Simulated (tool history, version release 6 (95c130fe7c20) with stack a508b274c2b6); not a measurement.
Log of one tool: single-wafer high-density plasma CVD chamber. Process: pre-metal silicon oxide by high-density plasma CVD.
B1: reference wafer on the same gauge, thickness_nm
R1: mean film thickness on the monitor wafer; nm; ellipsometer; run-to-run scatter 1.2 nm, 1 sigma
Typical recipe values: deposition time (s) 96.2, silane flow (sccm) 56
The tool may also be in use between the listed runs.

Run 1, hour 0: usual settings but silane flow (sccm) 64; B1 495.935. Result: R1 622.177 nm.
Run 2, hour 12.1: usual settings but silane flow (sccm) 64; B1 495.861. Result: R1 624.141 nm.
Run 3, hour 20.2: usual settings; B1 495.954. Result: R1 544.508 nm.
Run 4, hour 26.4: usual settings; B1 495.819. Result: R1 545.516 nm.
Run 5, hour 59.8: usual settings; B1 495.869. Result: R1 545.452 nm.
Run 6, hour 66: usual settings; B1 496.258. Result: R1 546.074 nm.
Run 7, hour 80: usual settings; B1 495.891. Result: R1 544.62 nm.
Run 8, hour 86.6: usual settings; B1 495.802. Result: R1 548.981 nm.
Run 9, hour 101.3: usual settings; B1 495.829. Result: R1 546.893 nm.
Run 10, hour 151.2: usual settings but deposition time (s) 102.5, silane flow (sccm) 64; B1 495.994. Result: R1 667.821 nm.
Run 11, hour 168.6: usual settings but deposition time (s) 102.5, silane flow (sccm) 64; B1 496.029. Result: R1 664.718 nm.
At hour 183.2: silane flow controller replaced.
Run 12, hour 183.7: usual settings but deposition time (s) 91.3, silane flow (sccm) 60; B1 496.127. Result: R1 575.325 nm.
Run 13, hour 191.5: usual settings but deposition time (s) 91.3, silane flow (sccm) 60; B1 495.906. Result: R1 571.67 nm.
Run 14, hour 200.1: usual settings; B1 495.998. Result: R1 564.606 nm.
Run 15, hour 210.6: usual settings; B1 495.562. Result: R1 563.872 nm.
Run 16, hour 233.2: usual settings; B1 495.828. Result: R1 565.267 nm.
Run 17, hour 241.4: usual settings; B1 496.014. Result: R1 565.779 nm.
Run 18, hour 248.4: usual settings; B1 495.989. Result: R1 565.885 nm.
At hour 264.7: silane flow controller replaced, repeated, since the last time left the tool worse.
Run 19, hour 265.2: usual settings; B1 496.35. Result: R1 528.736 nm.
Run 20, hour 265.5: usual settings; B1 495.63. Result: R1 531.857 nm.
Run 21, hour 269.5: usual settings; B1 496.084. Result: R1 528.724 nm.
Run 22, hour 278.5: usual settings; B1 496.107. Result: R1 530.592 nm.
Run 23, hour 290.1: usual settings; B1 495.987. Result: R1 531.175 nm.
Run 24, hour 306.3: usual settings but deposition time (s) 101.7, silane flow (sccm) 64; B1 495.897. Result: R1 643.847 nm.
Run 25, hour 316.1: usual settings but deposition time (s) 78; B1 495.762. Result: R1 430.491 nm.
Run 26, hour 327.5: usual settings but deposition time (s) 102.5, silane flow (sccm) 64; B1 495.763. Result: R1 650.787 nm.
Run 27, hour 339.9: usual settings but deposition time (s) 102.2, silane flow (sccm) 61; B1 496.088. Result: R1 616.017 nm.
Run 28, hour 351.4: usual settings but deposition time (s) 82.9, silane flow (sccm) 64; B1 495.684. Result: R1 521.973 nm.
Run 29, hour 358.9: usual settings but deposition time (s) 91; B1 495.721. Result: R1 501.857 nm.
Run 30, hour 372: usual settings but silane flow (sccm) 47; B1 495.988. Result: R1 446.808 nm.
Run 31, hour 387.1: usual settings but deposition time (s) 82, silane flow (sccm) 64; B1 496.165. Result: R1 518.491 nm.
At hour 388.8: gauge calibrated.
Run 32, hour 394.7: usual settings but deposition time (s) 103.3, silane flow (sccm) 48; B1 496.175. Result: R1 489.779 nm.
Run 33, hour 409: usual settings but deposition time (s) 84.7, silane flow (sccm) 45; B1 495.883. Result: R1 376.496 nm.
Run 34, hour 415.7: usual settings but deposition time (s) 105.5; B1 496.02. Result: R1 584.644 nm.
Run 35, hour 429.2: usual settings but deposition time (s) 86.5, silane flow (sccm) 51; B1 495.982. Result: R1 434.068 nm.
Run 36, hour 441: usual settings but deposition time (s) 79, silane flow (sccm) 45; B1 496.124. Result: R1 351.313 nm.
Run 37, hour 458.8: usual settings; B1 495.981. Result: R1 531.525 nm.
Run 38, hour 475.9: usual settings; B1 496.102. Result: R1 533.716 nm.
Run 39, hour 485.5: usual settings; B1 495.79. Result: R1 532.404 nm.
Run 40, hour 495.2: usual settings; B1 495.73. Result: R1 533.082 nm.
Run 41, hour 511.1: usual settings but deposition time (s) 88.4, silane flow (sccm) 64; B1 496.137. Result: R1 559.79 nm.
Run 42, hour 518.8: usual settings but deposition time (s) 90, silane flow (sccm) 49; B1 495.95. Result: R1 436.901 nm.
Run 43, hour 526.9: usual settings; B1 496.113. Result: R1 530.326 nm.
Run 44, hour 541.5: usual settings but silane flow (sccm) 65; B1 496.234. Result: R1 622.088 nm.
Run 45, hour 553.3: usual settings; B1 496.119. Result: R1 533.229 nm.
Run 46, hour 572.7: usual settings but deposition time (s) 89.9, silane flow (sccm) 45; B1 496.476. Result: R1 399.992 nm.
Run 47, hour 585.6: usual settings but deposition time (s) 85.7; B1 495.927. Result: R1 475.773 nm.

For each run, the measured value with the value that run would have given without the tool's hidden condition subtracted. The run-to-run variation is shared by both, the gauge scatter possibly not:
The hidden state here: delivered silane flow above the setpoint (%); gauge reads high (%).
run       R1
  1  +19.042
  2  +19.244
  3  +16.871
  4  +16.965
  5  +17.303
  6  +17.385
  7   +17.48
  8  +17.688
  9  +17.771
 10  +22.318
 11  +22.429
 12  +37.593
 13  +37.432
 14  +37.053
 15  +37.108
 16  +37.421
 17  +37.535
 18  +37.611
 19   +2.439
 20   +2.457
 21   +2.484
 22   +2.587
 23    +2.71
 24    +3.49
 25   +2.417
 26   +3.799
 27   +3.747
 28   +3.292
 29   +3.238
 30   +2.999
 31   +3.633
 32   +3.505
 33   +2.799
 34   +4.424
 35   +3.399
 36   +2.832
 37    +4.47
 38   +4.666
 39   +4.754
 40   +4.861
 41   +5.278
 42   +4.185
 43   +5.163
 44   +6.234
 45   +5.466
 46   +4.251
 47   +5.175
